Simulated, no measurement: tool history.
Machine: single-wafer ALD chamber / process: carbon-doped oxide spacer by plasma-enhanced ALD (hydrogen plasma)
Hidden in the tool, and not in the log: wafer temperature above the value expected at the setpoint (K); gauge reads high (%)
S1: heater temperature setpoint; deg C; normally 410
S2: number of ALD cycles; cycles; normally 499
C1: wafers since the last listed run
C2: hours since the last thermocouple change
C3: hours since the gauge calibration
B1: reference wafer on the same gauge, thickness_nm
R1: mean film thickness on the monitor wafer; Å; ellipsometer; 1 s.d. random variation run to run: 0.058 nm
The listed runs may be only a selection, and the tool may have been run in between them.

run 1 day=0 | S1=410 S2=499 | C1=0 C2=1393.9 C3=363.6 | B1=22.389 | R1=227.77
run 2 day=3 | S1=410 S2=536 | C1=41 C2=1465.9 C3=435.6 | B1=22.404 | R1=245.51
run 3 day=4.746 | S1=410 S2=536 | C1=24 C2=1507.8 C3=477.5 | B1=22.39 | R1=245.84
run 4 day=6.188 | S1=410 S2=499 | C1=19 C2=1542.4 C3=512.1 | B1=22.406 | R1=228.09
run 5 day=8.092 | S1=410 S2=499 | C1=26 C2=1588.1 C3=557.8 | B1=22.401 | R1=228.76
run 6 day=10.188 | S1=406 S2=450 | C1=28 C2=1638.4 C3=608.1 | B1=22.423 | R1=206.85
run 7 day=11.25 | S1=406 S2=450 | C1=14 C2=1663.9 C3=633.6 | B1=22.403 | R1=208.16
run 8 day=12.446 | S1=410 S2=499 | C1=16 C2=1692.6 C3=662.3 | B1=22.4 | R1=228.24
run 9 day=14.042 | S1=417 S2=585 | C1=21 C2=1730.9 C3=700.6 | B1=22.385 | R1=261.83
run 10 day=16.379 | S1=395 S2=420 | C1=32 C2=1787 C3=756.7 | B1=22.397 | R1=199.31
-- day=18.442 thermocouple changed; heater temperature recalibrated
run 11 day=18.933 | S1=410 S2=439 | C1=30 C2=11.8 C3=818 | B1=22.417 | R1=202.92
-- day=21.533 gauge calibrated
run 12 day=24.404 | S1=406 S2=450 | C1=75 C2=143.1 C3=68.9 | B1=22.405 | R1=210.76
run 13 day=25.954 | S1=396 S2=545 | C1=21 C2=180.3 C3=106.1 | B1=22.413 | R1=261.5
run 14 day=27.679 | S1=410 S2=403 | C1=23 C2=221.7 C3=147.5 | B1=22.407 | R1=187.55
run 15 day=30.504 | S1=419 S2=575 | C1=38 C2=289.5 C3=215.3 | B1=22.408 | R1=258.96
run 16 day=32.217 | S1=399 S2=405 | C1=23 C2=330.6 C3=256.4 | B1=22.372 | R1=193.06
run 17 day=34.471 | S1=410 S2=499 | C1=30 C2=384.7 C3=310.5 | B1=22.413 | R1=229.91

Branching from run 17: 3 alternative next runs. What would each branch give?
run A day=34.521 | S1=397 S2=499 | C1=0 C2=385.9 C3=311.7 | B1=? | R1=?
run B day=34.521 | S1=417 S2=588 | C1=0 C2=385.9 C3=311.7 | B1=? | R1=?
run C day=34.521 | S1=410 S2=541 | C1=0 C2=385.9 C3=311.7 | B1=? | R1=?

run=A B1=22.389 R1=239.82
run=B B1=22.389 R1=267.43
run=C B1=22.389 R1=251.07
Take away the tool's hidden state, keep each run's random variation, and the runs would have read:
run=A R1=239.82
run=B R1=268.67
run=C R1=252.21

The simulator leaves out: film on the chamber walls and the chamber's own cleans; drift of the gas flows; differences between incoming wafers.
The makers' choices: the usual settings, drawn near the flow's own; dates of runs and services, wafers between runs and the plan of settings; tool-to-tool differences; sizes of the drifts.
